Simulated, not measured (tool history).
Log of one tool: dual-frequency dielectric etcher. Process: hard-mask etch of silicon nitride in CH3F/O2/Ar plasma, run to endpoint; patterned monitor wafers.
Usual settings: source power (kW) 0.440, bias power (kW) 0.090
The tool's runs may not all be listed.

| run | hour | source power (kW) | bias power (kW) | wafers since the last listed run | hours since the last wet clean | hours since the last source power generator calibration | hours since the last bias power generator calibration | hours since the last upper electrode change | incoming incoming film thickness, nm | endpoint time (s) |
|---|---|---|---|---|---|---|---|---|---|---|
| 1 | 0.0 | 0.390 | 0.084 | 0 | 440.7 | 2500.9 | 3216.6 | 4538.7 | 42.15 | 56.7 |
| 2 | 98.6 | 0.390 | 0.084 | 997 | 539.3 | 2599.5 | 3315.2 | 4637.3 | 41.45 | 55.4 |
|  | 172.7 | wet clean of the chamber |
| 3 | 198.3 | 0.390 | 0.084 | 765 | 25.6 | 2699.2 | 3414.9 | 4737.0 | 41.98 | 56.3 |
| 4 | 265.6 | 0.440 | 0.090 | 680 | 92.9 | 2766.5 | 3482.2 | 4804.3 | 42.54 | 53.5 |
| 5 | 337.8 | 0.440 | 0.090 | 730 | 165.1 | 2838.7 | 3554.4 | 4876.5 | 42.12 | 52.6 |
| 6 | 407.0 | 0.440 | 0.107 | 700 | 234.3 | 2907.9 | 3623.6 | 4945.7 | 42.09 | 50.1 |
| 7 | 475.2 | 0.440 | 0.107 | 689 | 302.5 | 2976.1 | 3691.8 | 5013.9 | 42.28 | 50.1 |
| 8 | 524.3 | 0.440 | 0.090 | 496 | 351.6 | 3025.2 | 3740.9 | 5063.0 | 42.01 | 52.1 |
| 9 | 562.8 | 0.440 | 0.090 | 389 | 390.1 | 3063.7 | 3779.4 | 5101.5 | 42.19 | 51.9 |
|  | 649.4 | upper electrode replaced |
| 10 | 669.8 | 0.440 | 0.090 | 839 | 497.1 | 3170.7 | 3886.4 | 20.4 | 42.47 | 52.0 |
|  | 727.0 | wet clean of the chamber |
| 11 | 730.6 | 0.410 | 0.098 | 372 | 3.6 | 3231.5 | 3947.2 | 81.2 | 42.42 | 51.5 |
| 12 | 801.3 | 0.390 | 0.101 | 715 | 74.3 | 3302.2 | 4017.9 | 151.9 | 41.66 | 51.6 |
| 13 | 845.3 | 0.440 | 0.090 | 445 | 118.3 | 3346.2 | 4061.9 | 195.9 | 41.96 | 50.0 |
| 14 | 913.2 | 0.440 | 0.082 | 686 | 186.2 | 3414.1 | 4129.8 | 263.8 | 42.16 | 51.6 |
| 15 | 1003.1 | 0.440 | 0.112 | 909 | 276.1 | 3504.0 | 4219.7 | 353.7 | 42.13 | 47.0 |
| 16 | 1068.7 | 0.380 | 0.070 | 663 | 341.7 | 3569.6 | 4285.3 | 419.3 | 42.16 | 56.4 |
|  | 1123.2 | bias power generator calibrated |
| 17 | 1156.0 | 0.490 | 0.099 | 842 | 429.0 | 3656.9 | 32.8 | 506.6 | 42.15 | 45.9 |
|  | 1201.6 | wet clean of the chamber, repeated, since the last time left the tool worse |
| 18 | 1410.2 | 0.440 | 0.090 | 2328 | 208.6 | 3911.1 | 287.0 | 760.8 | 42.03 | 52.4 |
|  | 1427.0 | source power generator calibrated |
| 19 | 1453.8 | 0.440 | 0.103 | 400 | 252.2 | 26.8 | 330.6 | 804.4 | 42.32 | 51.6 |
| 20 | 1511.2 | 0.530 | 0.109 | 580 | 309.6 | 84.2 | 388.0 | 861.8 | 42.68 | 46.3 |
| 21 | 1607.4 | 0.520 | 0.090 | 973 | 405.8 | 180.4 | 484.2 | 958.0 | 42.56 | 48.8 |
| 22 | 1702.6 | 0.380 | 0.090 | 963 | 501.0 | 275.6 | 579.4 | 1053.2 | 41.72 | 55.5 |
|  | 1872.7 | wet clean of the chamber |
| 23 | 1926.2 | 0.480 | 0.099 | 2019 | 53.5 | 499.2 | 803.0 | 1276.8 | 41.98 | 48.7 |

Forecast each of these 5 alternatives for the next run:
| A | 1926.6 | 0.440 | 0.090 | 4 | 53.9 | 499.6 | 803.4 | 1277.2 | 42.13 | ? |
| B | 1926.6 | 0.440 | 0.099 | 4 | 53.9 | 499.6 | 803.4 | 1277.2 | 42.13 | ? |
| C | 1926.6 | 0.440 | 0.084 | 4 | 53.9 | 499.6 | 803.4 | 1277.2 | 42.13 | ? |
| D | 1926.6 | 0.440 | 0.100 | 4 | 53.9 | 499.6 | 803.4 | 1277.2 | 42.13 | ? |
| E | 1926.6 | 0.530 | 0.090 | 4 | 53.9 | 499.6 | 803.4 | 1277.2 | 42.13 | ? |

| run | endpoint time (s) |
|---|---|
| A | 53.2 |
| B | 52.0 |
| C | 54.1 |
| D | 51.9 |
| E | 48.7 |
Without the tool's hidden state the same runs would have given:
| run | endpoint time (s) |
|---|---|
| A | 53.4 |
| B | 52.2 |
| C | 54.3 |
| D | 52.1 |
| E | 48.9 |

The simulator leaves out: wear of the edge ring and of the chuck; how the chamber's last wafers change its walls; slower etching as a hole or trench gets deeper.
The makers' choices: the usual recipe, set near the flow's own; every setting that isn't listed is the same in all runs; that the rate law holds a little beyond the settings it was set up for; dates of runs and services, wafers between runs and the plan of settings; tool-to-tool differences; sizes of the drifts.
